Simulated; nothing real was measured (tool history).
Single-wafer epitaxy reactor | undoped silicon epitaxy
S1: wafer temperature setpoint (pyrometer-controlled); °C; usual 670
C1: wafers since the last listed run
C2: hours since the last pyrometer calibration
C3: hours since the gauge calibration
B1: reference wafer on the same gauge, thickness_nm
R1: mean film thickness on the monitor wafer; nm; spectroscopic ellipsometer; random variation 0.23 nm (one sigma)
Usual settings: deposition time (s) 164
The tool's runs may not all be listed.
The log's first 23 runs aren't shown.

{"run": 24, "hour": 335.1, "S1": 655, "deposition time (s)": 153, "C1": 83, "C2": 1331.3, "C3": 521.1, "B1": 33.322, "R1": 25.613}
{"run": 25, "hour": 345.1, "S1": 659, "deposition time (s)": 188, "C1": 68, "C2": 1341.3, "C3": 531.1, "B1": 33.443, "R1": 33.677}
{"hour": 350.9, "done": "gauge calibrated"}
{"run": 26, "hour": 361.2, "S1": 678, "deposition time (s)": 174, "C1": 110, "C2": 1357.4, "C3": 10.3, "B1": 33.412, "R1": 44.638}
{"hour": 383.6, "done": "pyrometer calibrated"}
{"run": 27, "hour": 384.1, "S1": 664, "deposition time (s)": 180, "C1": 102, "C2": 0.5, "C3": 33.2, "B1": 33.381, "R1": 40.387}
{"run": 28, "hour": 392.2, "S1": 670, "deposition time (s)": 164, "C1": 55, "C2": 8.6, "C3": 41.3, "B1": 33.365, "R1": 41.21}
{"run": 29, "hour": 410.0, "S1": 670, "deposition time (s)": 132, "C1": 122, "C2": 26.4, "C3": 59.1, "B1": 33.533, "R1": 33.079}
{"run": 30, "hour": 423.6, "S1": 670, "deposition time (s)": 194, "C1": 93, "C2": 40.0, "C3": 72.7, "B1": 33.411, "R1": 48.593}
{"run": 31, "hour": 440.0, "S1": 675, "deposition time (s)": 164, "C1": 112, "C2": 56.4, "C3": 89.1, "B1": 33.469, "R1": 45.023}
{"run": 32, "hour": 449.3, "S1": 670, "deposition time (s)": 164, "C1": 64, "C2": 65.7, "C3": 98.4, "B1": 33.43, "R1": 40.941}
{"run": 33, "hour": 456.7, "S1": 655, "deposition time (s)": 179, "C1": 50, "C2": 73.1, "C3": 105.8, "B1": 33.46, "R1": 33.511}
{"run": 34, "hour": 470.6, "S1": 684, "deposition time (s)": 193, "C1": 95, "C2": 87.0, "C3": 119.7, "B1": 33.422, "R1": 62.533}
{"run": 35, "hour": 478.0, "S1": 670, "deposition time (s)": 191, "C1": 50, "C2": 94.4, "C3": 127.1, "B1": 33.398, "R1": 47.417}
{"run": 36, "hour": 485.6, "S1": 656, "deposition time (s)": 146, "C1": 52, "C2": 102.0, "C3": 134.7, "B1": 33.48, "R1": 27.757}
{"run": 37, "hour": 501.1, "S1": 670, "deposition time (s)": 164, "C1": 106, "C2": 117.5, "C3": 150.2, "B1": 33.291, "R1": 41.139}

4 ways to go on from here, each from the tool as it stands after run 37. What would each give?
{"run": "A", "hour": 501.5, "S1": 661, "deposition time (s)": 164, "C1": 2, "C2": 117.9, "C3": 150.6, "B1": "?", "R1": "?"}
{"run": "B", "hour": 501.5, "S1": 674, "deposition time (s)": 196, "C1": 2, "C2": 117.9, "C3": 150.6, "B1": "?", "R1": "?"}
{"run": "C", "hour": 501.5, "S1": 675, "deposition time (s)": 136, "C1": 2, "C2": 117.9, "C3": 150.6, "B1": "?", "R1": "?"}
{"run": "D", "hour": 501.5, "S1": 680, "deposition time (s)": 164, "C1": 2, "C2": 117.9, "C3": 150.6, "B1": "?", "R1": "?"}

run=A B1=33.321 R1=34.407
run=B B1=33.321 R1=52.283
run=C B1=33.321 R1=36.945
run=D B1=33.321 R1=48.779
Without the tool's hidden state the same runs would have given:
run=A R1=34.728
run=B R1=52.758
run=C R1=37.281
run=D R1=49.218

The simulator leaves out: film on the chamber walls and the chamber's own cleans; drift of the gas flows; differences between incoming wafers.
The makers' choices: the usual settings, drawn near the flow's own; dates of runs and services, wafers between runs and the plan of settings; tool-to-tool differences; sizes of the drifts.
